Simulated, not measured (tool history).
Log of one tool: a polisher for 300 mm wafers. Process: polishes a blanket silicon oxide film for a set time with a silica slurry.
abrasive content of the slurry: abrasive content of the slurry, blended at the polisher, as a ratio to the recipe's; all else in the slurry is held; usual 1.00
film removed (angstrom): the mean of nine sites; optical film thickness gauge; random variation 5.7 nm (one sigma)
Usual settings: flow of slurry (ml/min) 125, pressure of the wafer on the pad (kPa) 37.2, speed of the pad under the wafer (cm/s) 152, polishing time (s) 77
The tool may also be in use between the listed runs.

run,day,flow of slurry (ml/min),pressure of the wafer on the pad (kPa),speed of the pad under the wafer (cm/s),abrasive content of the slurry,polishing time (s),wafers since the last listed run,wafers polished on this pad,hours since the slurry nozzle was cleaned,hours since the head pressure was calibrated,hours since the slurry blender was calibrated,hours since the conditioning disc was replaced,"incoming thickness of the incoming film, nm",film removed (angstrom)
1,0.000,125,37.2,152,1.00,77,0,746,435.6,18.7,54.4,222.1,1726.6,4227
2,1.812,125,37.2,152,1.00,77,263,1010,479.1,62.2,97.9,265.6,1745.5,4219
3,5.712,125,37.2,152,1.00,77,566,1577,572.7,155.8,191.5,359.2,1721.3,4075
# day 8.762: worn pad replaced by a new one
4,8.958,125,37.2,178,1.00,77,447,28,650.6,233.7,269.4,437.1,1719.8,4383
# day 10.846: slurry nozzle cleaned
# day 11.967: slurry blender recalibrated
# day 11.975: conditioning disc replaced and pad reconditioned
5,12.750,125,37.2,178,1.00,77,531,560,45.7,324.7,18.8,18.6,1731.1,4846
6,14.642,125,37.2,152,1.00,77,275,835,91.1,370.1,64.2,64.0,1703.8,4296
7,16.992,125,37.2,152,1.00,77,341,1177,147.5,426.5,120.6,120.4,1725.9,4363
8,19.500,125,37.2,152,1.00,77,364,1541,207.7,486.7,180.8,180.6,1745.3,4362
# day 19.604: head pressure recalibrated
# day 22.783: worn pad replaced by a new one
9,22.804,125,37.2,152,1.00,77,444,3,287.0,76.8,260.1,259.9,1738.4,4251
10,26.221,125,42.7,152,1.00,77,496,499,369.0,158.8,342.1,341.9,1750.6,4869
# day 28.017: slurry blender recalibrated
11,28.938,125,37.2,152,1.00,77,382,882,434.2,224.0,22.1,407.1,1746.6,4129
12,31.592,125,37.2,124,1.20,77,385,1268,497.9,287.7,85.8,470.8,1699.5,3868
# day 33.050: conditioning disc replaced and pad reconditioned
13,34.229,125,37.2,152,1.00,77,371,1639,561.2,351.0,149.1,28.3,1734.9,3968
14,37.479,125,37.2,130,1.00,94,472,2112,639.2,429.0,227.1,106.3,1721.2,4114
# day 38.904: worn pad replaced by a new one
# day 41.179: slurry nozzle cleaned
# day 43.362: head pressure recalibrated
# day 43.367: slurry blender recalibrated
15,46.862,165,37.2,198,1.00,77,1321,1138,136.4,84.0,83.9,331.5,1711.3,5600
16,50.933,125,37.2,152,1.00,77,591,1730,234.1,181.7,181.6,429.2,1711.7,4515
# day 54.875: worn pad replaced by a new one
17,55.067,125,27.6,102,0.85,97,576,27,333.3,280.9,280.8,528.4,1752.5,3069
18,56.821,125,37.2,152,1.00,77,255,282,375.4,323.0,322.9,570.5,1720.6,4328
# day 58.217: conditioning disc replaced and pad reconditioned
# day 58.788: slurry blender recalibrated
19,59.408,125,37.2,152,1.00,77,351,634,437.5,385.1,14.9,28.6,1746.0,4254
20,61.958,90,29.6,102,1.10,77,370,1005,498.7,446.3,76.1,89.8,1726.2,2531
21,64.575,135,37.2,152,1.00,77,380,1385,561.5,509.1,138.9,152.6,1752.3,4114
# day 66.221: head pressure recalibrated
# day 68.096: slurry nozzle cleaned
# day 68.546: worn pad replaced by a new one
22,68.567,140,37.2,152,1.00,77,537,3,11.3,56.3,234.7,248.4,1738.5,4489
# day 71.358: slurry blender recalibrated
23,72.446,125,37.2,152,1.00,77,551,554,104.4,149.4,26.1,341.5,1751.3,4339

The same runs without the tool's hidden state, with the same run-to-run variation:
The hidden state here: removal rate lost through wear of the pad, %; slurry flow missing at the pad, %; deviation of the head's pressure from its setpoint, %; abrasive missing from the slurry, %; time polished since the conditioner stopped cutting, s.
run,film removed (angstrom)
1,4428
2,4472
3,4470
4,5018
5,4942
6,4387
7,4470
8,4493
9,4423
10,5144
11,4436
12,4248
13,4486
14,4895
15,5621
16,4571
17,3147
18,4470
19,4454
20,2757
21,4459
22,4534
23,4397

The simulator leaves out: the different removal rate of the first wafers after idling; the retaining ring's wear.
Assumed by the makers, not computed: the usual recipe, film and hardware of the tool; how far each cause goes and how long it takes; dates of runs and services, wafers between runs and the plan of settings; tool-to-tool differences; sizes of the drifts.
